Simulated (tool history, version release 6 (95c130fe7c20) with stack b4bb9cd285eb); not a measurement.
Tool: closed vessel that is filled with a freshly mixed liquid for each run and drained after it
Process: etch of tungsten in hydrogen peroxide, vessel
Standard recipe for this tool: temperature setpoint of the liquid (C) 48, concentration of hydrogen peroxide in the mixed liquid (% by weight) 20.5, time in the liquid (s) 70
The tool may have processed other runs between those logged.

run   hour  temperature setpoint of the liquid (C)  concentration of hydrogen peroxide in the mixed liquid (% by weight)  time in the liquid (s)  read-back film thickness of the tungsten reference wafer, read on the same gauge (nm)  thickness taken off the tungsten on a monitor wafer (nm)
  1      0                                      48                                                                    25                      70                                                                                  60.31                                                     62.59
  2   53.6                                      48                                                                  20.5                      55                                                                                   60.4                                                      44.5
  3  138.7                                      48                                                                  20.5                      55                                                                                  60.45                                                     44.58
  4  182.7                                      48                                                                  20.5                      70                                                                                  60.49                                                     57.28
  5  288.7                                      48                                                                  20.5                      70                                                                                  60.66                                                     57.18
  6  329.7                                      48                                                                  20.5                      70                                                                                   60.7                                                     56.97
  7  382.2                                      48                                                                  20.5                      70                                                                                   60.8                                                     56.93
  8  420.5                                      48                                                                  20.5                      70                                                                                  60.83                                                     56.73
  9  472.6                                      48                                                                  20.5                      70                                                                                  60.93                                                     57.01
     510.2  -- gauge calibrated
     542.1  -- new drum of peroxide connected
 10  564.3                                      39                                                                    26                      85                                                                                  60.03                                                     43.58
 11  626.2                                    56.5                                                                    15                      55                                                                                  60.06                                                     63.14
 12  670.1                                      48                                                                  20.5                      70                                                                                  60.08                                                     56.17
     716.9  -- peroxide flow meter replaced
 13  775.5                                      48                                                                  20.5                      55                                                                                  60.11                                                     44.06
     864.1  -- thermometer replaced
 14  999.1                                    39.5                                                                  18.5                      60                                                                                   60.2                                                     26.79

Forecast run 15:
 15  1043.1                                    52.5                                                                  22.5                      50                                                                                      ?                                                         ?

Run 15 came out at read-back film thickness of the tungsten reference wafer, read on the same gauge (nm) 60.21, thickness taken off the tungsten on a monitor wafer (nm) 55.76.
Had the tool carried no hidden state, the very same run would have given thickness taken off the tungsten on a monitor wafer (nm) 55.55.
